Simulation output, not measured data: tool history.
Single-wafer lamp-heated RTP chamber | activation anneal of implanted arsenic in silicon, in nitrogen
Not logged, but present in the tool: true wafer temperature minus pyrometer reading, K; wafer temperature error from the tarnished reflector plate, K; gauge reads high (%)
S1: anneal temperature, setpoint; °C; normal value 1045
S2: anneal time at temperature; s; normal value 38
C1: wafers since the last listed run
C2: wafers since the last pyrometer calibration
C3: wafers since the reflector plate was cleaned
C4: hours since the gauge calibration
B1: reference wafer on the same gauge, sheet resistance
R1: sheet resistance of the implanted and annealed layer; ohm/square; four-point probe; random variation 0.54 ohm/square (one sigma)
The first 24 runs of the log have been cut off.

{"hour": 1374.9, "done": "pyrometer window cleaned and pyrometer calibrated"}
{"hour": 1377.3, "done": "reflector plate cleaned"}
{"run": 25, "hour": 1394.1, "S1": 1045, "S2": 56, "C1": 1322, "C2": 365, "C3": 365, "C4": 373.7, "B1": 117.3, "R1": 91.86}
{"run": 26, "hour": 1418.9, "S1": 1045, "S2": 38, "C1": 540, "C2": 905, "C3": 905, "C4": 398.5, "B1": 117.16, "R1": 99.42}
{"run": 27, "hour": 1448.4, "S1": 1045, "S2": 59, "C1": 642, "C2": 1548, "C3": 1548, "C4": 428, "B1": 116.88, "R1": 91.62}
{"run": 28, "hour": 1490.3, "S1": 1045, "S2": 20, "C1": 913, "C2": 2461, "C3": 2461, "C4": 469.9, "B1": 116.88, "R1": 111.6}
{"run": 29, "hour": 1537.3, "S1": 1045, "S2": 38, "C1": 1024, "C2": 3485, "C3": 3485, "C4": 516.9, "B1": 116.65, "R1": 97.44}
{"run": 30, "hour": 1604.6, "S1": 1030, "S2": 38, "C1": 1466, "C2": 4951, "C3": 4951, "C4": 584.2, "B1": 116.62, "R1": 105.07}
{"hour": 1715.0, "done": "pyrometer window cleaned and pyrometer calibrated"}
{"run": 31, "hour": 1721.3, "S1": 1027, "S2": 59, "C1": 2368, "C2": 137, "C3": 7320, "C4": 700.9, "B1": 115.94, "R1": 96.92}
{"run": 32, "hour": 1785.5, "S1": 1045, "S2": 38, "C1": 1398, "C2": 1536, "C3": 8719, "C4": 765.1, "B1": 115.88, "R1": 98.67}
{"hour": 1795.1, "done": "reflector plate cleaned"}
{"run": 33, "hour": 1839.1, "S1": 1045, "S2": 38, "C1": 993, "C2": 2530, "C3": 957, "C4": 818.7, "B1": 115.5, "R1": 97.59}

Predict each of these 5 candidate next runs independently; none follows another, all start after run 33:
{"run": "A", "hour": 1839.5, "S1": 1045, "S2": 47, "C1": 8, "C2": 2538, "C3": 966, "C4": 819.1, "B1": "?", "R1": "?"}
{"run": "B", "hour": 1839.5, "S1": 1045, "S2": 51, "C1": 8, "C2": 2538, "C3": 966, "C4": 819.1, "B1": "?", "R1": "?"}
{"run": "C", "hour": 1839.5, "S1": 1070, "S2": 52, "C1": 8, "C2": 2538, "C3": 966, "C4": 819.1, "B1": "?", "R1": "?"}
{"run": "D", "hour": 1839.5, "S1": 1026, "S2": 31, "C1": 8, "C2": 2538, "C3": 966, "C4": 819.1, "B1": "?", "R1": "?"}
{"run": "E", "hour": 1839.5, "S1": 1022, "S2": 60, "C1": 8, "C2": 2538, "C3": 966, "C4": 819.1, "B1": "?", "R1": "?"}

run=A B1=115.6 R1=93.79
run=B B1=115.6 R1=92.53
run=C B1=115.6 R1=84.99
run=D B1=115.6 R1=111.65
run=E B1=115.6 R1=98.91
Stripped of hidden state, with their random variation kept, the same runs would have yielded:
run=A R1=96.34
run=B R1=95.05
run=C R1=87.3
run=D R1=114.69
run=E R1=101.6
